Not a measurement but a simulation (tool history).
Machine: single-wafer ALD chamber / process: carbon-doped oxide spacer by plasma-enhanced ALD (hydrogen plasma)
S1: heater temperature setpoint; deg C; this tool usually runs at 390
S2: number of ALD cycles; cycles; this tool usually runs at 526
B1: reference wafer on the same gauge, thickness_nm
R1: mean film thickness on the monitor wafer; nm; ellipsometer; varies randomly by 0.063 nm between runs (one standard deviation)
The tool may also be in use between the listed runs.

{"run": 1, "hour": 0.0, "S1": 390, "S2": 526, "B1": 24.387, "R1": 25.137}
{"run": 2, "hour": 69.7, "S1": 390, "S2": 526, "B1": 24.392, "R1": 25.106}
{"run": 3, "hour": 134.3, "S1": 390, "S2": 526, "B1": 24.387, "R1": 25.175}
{"run": 4, "hour": 214.2, "S1": 390, "S2": 526, "B1": 24.39, "R1": 25.115}
{"run": 5, "hour": 271.4, "S1": 378, "S2": 526, "B1": 24.414, "R1": 25.068}
{"run": 6, "hour": 370.7, "S1": 378, "S2": 526, "B1": 24.388, "R1": 25.197}
{"run": 7, "hour": 441.2, "S1": 378, "S2": 526, "B1": 24.396, "R1": 25.163}
{"run": 8, "hour": 497.6, "S1": 384, "S2": 526, "B1": 24.394, "R1": 25.075}
{"run": 9, "hour": 545.5, "S1": 390, "S2": 526, "B1": 24.392, "R1": 25.154}
{"run": 10, "hour": 589.7, "S1": 390, "S2": 526, "B1": 24.398, "R1": 25.177}
{"run": 11, "hour": 644.6, "S1": 390, "S2": 526, "B1": 24.406, "R1": 25.064}
{"run": 12, "hour": 730.3, "S1": 390, "S2": 526, "B1": 24.404, "R1": 25.212}
{"run": 13, "hour": 810.5, "S1": 390, "S2": 526, "B1": 24.395, "R1": 25.033}
{"run": 14, "hour": 905.0, "S1": 401, "S2": 526, "B1": 24.389, "R1": 24.883}
{"run": 15, "hour": 950.8, "S1": 390, "S2": 587, "B1": 24.377, "R1": 28.057}
{"hour": 1022.8, "done": "thermocouple changed; heater temperature recalibrated"}
{"run": 16, "hour": 1046.2, "S1": 383, "S2": 526, "B1": 24.421, "R1": 25.087}
{"run": 17, "hour": 1148.4, "S1": 398, "S2": 566, "B1": 24.41, "R1": 26.994}
{"run": 18, "hour": 1243.6, "S1": 390, "S2": 526, "B1": 24.39, "R1": 24.955}
{"hour": 1292.6, "done": "gauge calibrated"}
{"run": 19, "hour": 1327.2, "S1": 390, "S2": 526, "B1": 24.39, "R1": 25.163}
{"run": 20, "hour": 1411.4, "S1": 397, "S2": 435, "B1": 24.408, "R1": 20.799}
{"run": 21, "hour": 1469.3, "S1": 375, "S2": 526, "B1": 24.362, "R1": 25.159}
{"run": 22, "hour": 1536.1, "S1": 390, "S2": 526, "B1": 24.403, "R1": 25.111}
{"run": 23, "hour": 1634.4, "S1": 390, "S2": 526, "B1": 24.394, "R1": 25.074}
{"run": 24, "hour": 1722.0, "S1": 390, "S2": 626, "B1": 24.424, "R1": 29.905}
{"run": 25, "hour": 2020.2, "S1": 400, "S2": 422, "B1": 24.379, "R1": 20.117}
{"run": 26, "hour": 2059.4, "S1": 401, "S2": 620, "B1": 24.406, "R1": 29.237}
{"run": 27, "hour": 2238.7, "S1": 401, "S2": 475, "B1": 24.403, "R1": 22.47}
{"run": 28, "hour": 2278.4, "S1": 396, "S2": 436, "B1": 24.407, "R1": 20.892}
{"run": 29, "hour": 2383.9, "S1": 376, "S2": 470, "B1": 24.418, "R1": 22.442}

Forecast each of these 3 alternatives for the next run:
{"run": "A", "hour": 2385.1, "S1": 390, "S2": 526, "B1": "?", "R1": "?"}
{"run": "B", "hour": 2385.1, "S1": 377, "S2": 443, "B1": "?", "R1": "?"}
{"run": "C", "hour": 2385.1, "S1": 400, "S2": 526, "B1": "?", "R1": "?"}

run=A B1=24.409 R1=25.105
run=B B1=24.409 R1=21.143
run=C B1=24.409 R1=24.999
With the hidden condition removed and each run's random variation left untouched, the same runs would have given:
run=A R1=25.105
run=B R1=21.143
run=C R1=24.999
